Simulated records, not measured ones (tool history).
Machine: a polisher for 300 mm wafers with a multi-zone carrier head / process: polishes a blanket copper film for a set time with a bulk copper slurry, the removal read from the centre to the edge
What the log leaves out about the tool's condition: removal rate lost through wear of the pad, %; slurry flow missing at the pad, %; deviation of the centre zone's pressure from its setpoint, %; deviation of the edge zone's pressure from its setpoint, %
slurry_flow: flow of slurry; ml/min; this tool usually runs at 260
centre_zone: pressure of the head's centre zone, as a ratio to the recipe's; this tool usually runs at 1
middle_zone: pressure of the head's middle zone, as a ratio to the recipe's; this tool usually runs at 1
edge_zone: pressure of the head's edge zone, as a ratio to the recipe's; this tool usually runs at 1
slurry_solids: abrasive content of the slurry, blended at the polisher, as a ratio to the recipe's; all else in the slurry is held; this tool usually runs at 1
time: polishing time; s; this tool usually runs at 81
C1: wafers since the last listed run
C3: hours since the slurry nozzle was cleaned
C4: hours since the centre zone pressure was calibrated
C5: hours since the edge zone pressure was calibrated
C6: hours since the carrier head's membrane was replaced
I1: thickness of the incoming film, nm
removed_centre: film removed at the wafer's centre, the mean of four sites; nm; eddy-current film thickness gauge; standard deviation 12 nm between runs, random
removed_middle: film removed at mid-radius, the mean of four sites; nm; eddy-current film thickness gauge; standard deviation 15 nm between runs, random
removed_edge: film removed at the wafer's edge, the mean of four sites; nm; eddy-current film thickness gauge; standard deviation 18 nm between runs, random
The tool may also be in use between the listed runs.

run 1 hour=0 | slurry_flow=260 centre_zone=1 middle_zone=1 edge_zone=1 slurry_solids=1 time=81 | C1=0 wafers_polished_on_this_pad=357 C3=118 C4=223.8 C5=1105.1 C6=24.4 | I1=4383.5 | removed_centre=1435.4 removed_middle=1442.2 removed_edge=1410.9
run 2 hour=29.1 | slurry_flow=260 centre_zone=1 middle_zone=1.1 edge_zone=1 slurry_solids=1 time=81 | C1=322 wafers_polished_on_this_pad=679 C3=147.1 C4=252.9 C5=1134.2 C6=53.5 | I1=4322.1 | removed_centre=1403.3 removed_middle=1583.9 removed_edge=1427.5
run 3 hour=59.6 | slurry_flow=260 centre_zone=1.07 middle_zone=1.03 edge_zone=1 slurry_solids=0.85 time=81 | C1=338 wafers_polished_on_this_pad=1017 C3=177.6 C4=283.4 C5=1164.7 C6=84 | I1=4367 | removed_centre=1468.3 removed_middle=1409.6 removed_edge=1338.8
run 4 hour=90.1 | slurry_flow=220 centre_zone=1.05 middle_zone=1 edge_zone=1 slurry_solids=1 time=61 | C1=338 wafers_polished_on_this_pad=1355 C3=208.1 C4=313.9 C5=1195.2 C6=114.5 | I1=4359.2 | removed_centre=1068.8 removed_middle=1042.4 removed_edge=1021.5
run 5 hour=106.8 | slurry_flow=260 centre_zone=1 middle_zone=1 edge_zone=0.94 slurry_solids=1 time=55 | C1=185 wafers_polished_on_this_pad=1541 C3=224.8 C4=330.6 C5=1211.9 C6=131.2 | I1=4385.3 | removed_centre=930.6 removed_middle=944 removed_edge=915
run 6 hour=120.9 | slurry_flow=260 centre_zone=1 middle_zone=1 edge_zone=1 slurry_solids=1 time=81 | C1=156 wafers_polished_on_this_pad=1697 C3=238.9 C4=344.7 C5=1226 C6=145.3 | I1=4370.2 | removed_centre=1351.7 removed_middle=1360 removed_edge=1368.5
run 7 hour=146.2 | slurry_flow=260 centre_zone=1 middle_zone=0.92 edge_zone=1 slurry_solids=1 time=81 | C1=280 wafers_polished_on_this_pad=1977 C3=264.2 C4=370 C5=1251.3 C6=170.6 | I1=4341.9 | removed_centre=1317.4 removed_middle=1239.3 removed_edge=1349.5
-- hour=163.4 worn pad replaced by a new one
-- hour=166.5 slurry nozzle cleaned
run 8 hour=171.4 | slurry_flow=180 centre_zone=1 middle_zone=1 edge_zone=1.09 slurry_solids=1 time=81 | C1=223 wafers_polished_on_this_pad=77 C3=4.9 C4=395.2 C5=1276.5 C6=195.8 | I1=4277.7 | removed_centre=1349.9 removed_middle=1376 removed_edge=1451
run 9 hour=185.4 | slurry_flow=260 centre_zone=1 middle_zone=1 edge_zone=1 slurry_solids=0.8 time=81 | C1=155 wafers_polished_on_this_pad=233 C3=18.9 C4=409.2 C5=1290.5 C6=209.8 | I1=4314.9 | removed_centre=1387.6 removed_middle=1410.9 removed_edge=1369.6
-- hour=209.5 edge zone pressure recalibrated
run 10 hour=214.9 | slurry_flow=260 centre_zone=1 middle_zone=1 edge_zone=1 slurry_solids=1 time=81 | C1=304 wafers_polished_on_this_pad=537 C3=48.4 C4=438.7 C5=5.4 C6=239.3 | I1=4326.6 | removed_centre=1439.7 removed_middle=1433.4 removed_edge=1422.6
run 11 hour=234.6 | slurry_flow=185 centre_zone=1 middle_zone=1 edge_zone=0.96 slurry_solids=1.2 time=105 | C1=218 wafers_polished_on_this_pad=756 C3=68.1 C4=458.4 C5=25.1 C6=259 | I1=4316 | removed_centre=1811.9 removed_middle=1824.5 removed_edge=1786.1
run 12 hour=267.3 | slurry_flow=260 centre_zone=1 middle_zone=1 edge_zone=1 slurry_solids=1 time=81 | C1=362 wafers_polished_on_this_pad=1118 C3=100.8 C4=491.1 C5=57.8 C6=291.7 | I1=4363.7 | removed_centre=1431.3 removed_middle=1418.8 removed_edge=1412
run 13 hour=292.4 | slurry_flow=295 centre_zone=0.97 middle_zone=1 edge_zone=1 slurry_solids=0.7 time=81 | C1=278 wafers_polished_on_this_pad=1397 C3=125.9 C4=516.2 C5=82.9 C6=316.8 | I1=4386.1 | removed_centre=1334.7 removed_middle=1363.4 removed_edge=1362.4
run 14 hour=317.8 | slurry_flow=210 centre_zone=1 middle_zone=1 edge_zone=0.91 slurry_solids=1.1 time=73 | C1=281 wafers_polished_on_this_pad=1678 C3=151.3 C4=541.6 C5=108.3 C6=342.2 | I1=4380.6 | removed_centre=1232.8 removed_middle=1263.1 removed_edge=1203.5
run 15 hour=352.5 | slurry_flow=310 centre_zone=1.12 middle_zone=1 edge_zone=1 slurry_solids=1.2 time=81 | C1=384 wafers_polished_on_this_pad=2063 C3=186 C4=576.3 C5=143 C6=376.9 | I1=4278.8 | removed_centre=1625.9 removed_middle=1474.5 removed_edge=1473.5
-- hour=382.6 worn pad replaced by a new one
run 16 hour=386.6 | slurry_flow=260 centre_zone=1 middle_zone=1 edge_zone=1 slurry_solids=1 time=108 | C1=333 wafers_polished_on_this_pad=44 C3=220.1 C4=610.4 C5=177.1 C6=411 | I1=4391.9 | removed_centre=1812.4 removed_middle=1820.4 removed_edge=1812.6
-- hour=411.3 slurry nozzle cleaned
run 17 hour=417.3 | slurry_flow=260 centre_zone=1 middle_zone=1 edge_zone=1 slurry_solids=0.85 time=72 | C1=329 wafers_polished_on_this_pad=373 C3=6 C4=641.1 C5=207.8 C6=441.7 | I1=4360.9 | removed_centre=1245.1 removed_middle=1262 removed_edge=1235.1
run 18 hour=442.9 | slurry_flow=260 centre_zone=0.95 middle_zone=1 edge_zone=1 slurry_solids=1.2 time=81 | C1=283 wafers_polished_on_this_pad=657 C3=31.6 C4=666.7 C5=233.4 C6=467.3 | I1=4384.6 | removed_centre=1412.4 removed_middle=1494 removed_edge=1474.5
run 19 hour=471.8 | slurry_flow=260 centre_zone=1 middle_zone=1 edge_zone=1 slurry_solids=1 time=81 | C1=320 wafers_polished_on_this_pad=977 C3=60.5 C4=695.6 C5=262.3 C6=496.2 | I1=4301.3 | removed_centre=1441.7 removed_middle=1439.8 removed_edge=1438.2
run 20 hour=484.2 | slurry_flow=260 centre_zone=1 middle_zone=1 edge_zone=1 slurry_solids=1 time=81 | C1=137 wafers_polished_on_this_pad=1115 C3=72.9 C4=708 C5=274.7 C6=508.6 | I1=4391.9 | removed_centre=1436.2 removed_middle=1423.9 removed_edge=1418.6
run 21 hour=518.7 | slurry_flow=260 centre_zone=1.04 middle_zone=1.04 edge_zone=1.1 slurry_solids=1 time=100 | C1=382 wafers_polished_on_this_pad=1497 C3=107.4 C4=742.5 C5=309.2 C6=543.1 | I1=4372.8 | removed_centre=1861.1 removed_middle=1841 removed_edge=1836

What if the next run were any one of these 4? Each begins from the tool's condition after run 21:
run A hour=519.2 | slurry_flow=185 centre_zone=1 middle_zone=1 edge_zone=1 slurry_solids=1 time=81 | C1=5 wafers_polished_on_this_pad=1503 C3=107.9 C4=743 C5=309.7 C6=543.6 | I1=4343 | removed_centre=? removed_middle=? removed_edge=?
run B hour=519.2 | slurry_flow=260 centre_zone=1.09 middle_zone=1.1 edge_zone=0.94 slurry_solids=1 time=81 | C1=5 wafers_polished_on_this_pad=1503 C3=107.9 C4=743 C5=309.7 C6=543.6 | I1=4343 | removed_centre=? removed_middle=? removed_edge=?
run C hour=519.2 | slurry_flow=260 centre_zone=1.11 middle_zone=1.11 edge_zone=1 slurry_solids=0.85 time=81 | C1=5 wafers_polished_on_this_pad=1503 C3=107.9 C4=743 C5=309.7 C6=543.6 | I1=4343 | removed_centre=? removed_middle=? removed_edge=?
run D hour=519.2 | slurry_flow=260 centre_zone=0.96 middle_zone=1 edge_zone=1 slurry_solids=1.25 time=81 | C1=5 wafers_polished_on_this_pad=1503 C3=107.9 C4=743 C5=309.7 C6=543.6 | I1=4343 | removed_centre=? removed_middle=? removed_edge=?

run=A removed_centre=1361.7 removed_middle=1361.7 removed_edge=1372.8
run=B removed_centre=1582.7 removed_middle=1561.7 removed_edge=1387.7
run=C removed_centre=1571.3 removed_middle=1533.8 removed_edge=1392.9
run=D removed_centre=1444.8 removed_middle=1496.1 removed_edge=1485.8
Had the tool no hidden state, the same runs would have come out as:
run=A removed_centre=1384.7 removed_middle=1382.2 removed_edge=1387.8
run=B removed_centre=1600.9 removed_middle=1578 removed_edge=1398.6
run=C removed_centre=1589.3 removed_middle=1549.7 removed_edge=1403.7
run=D removed_centre=1461.4 removed_middle=1511.6 removed_edge=1497.4
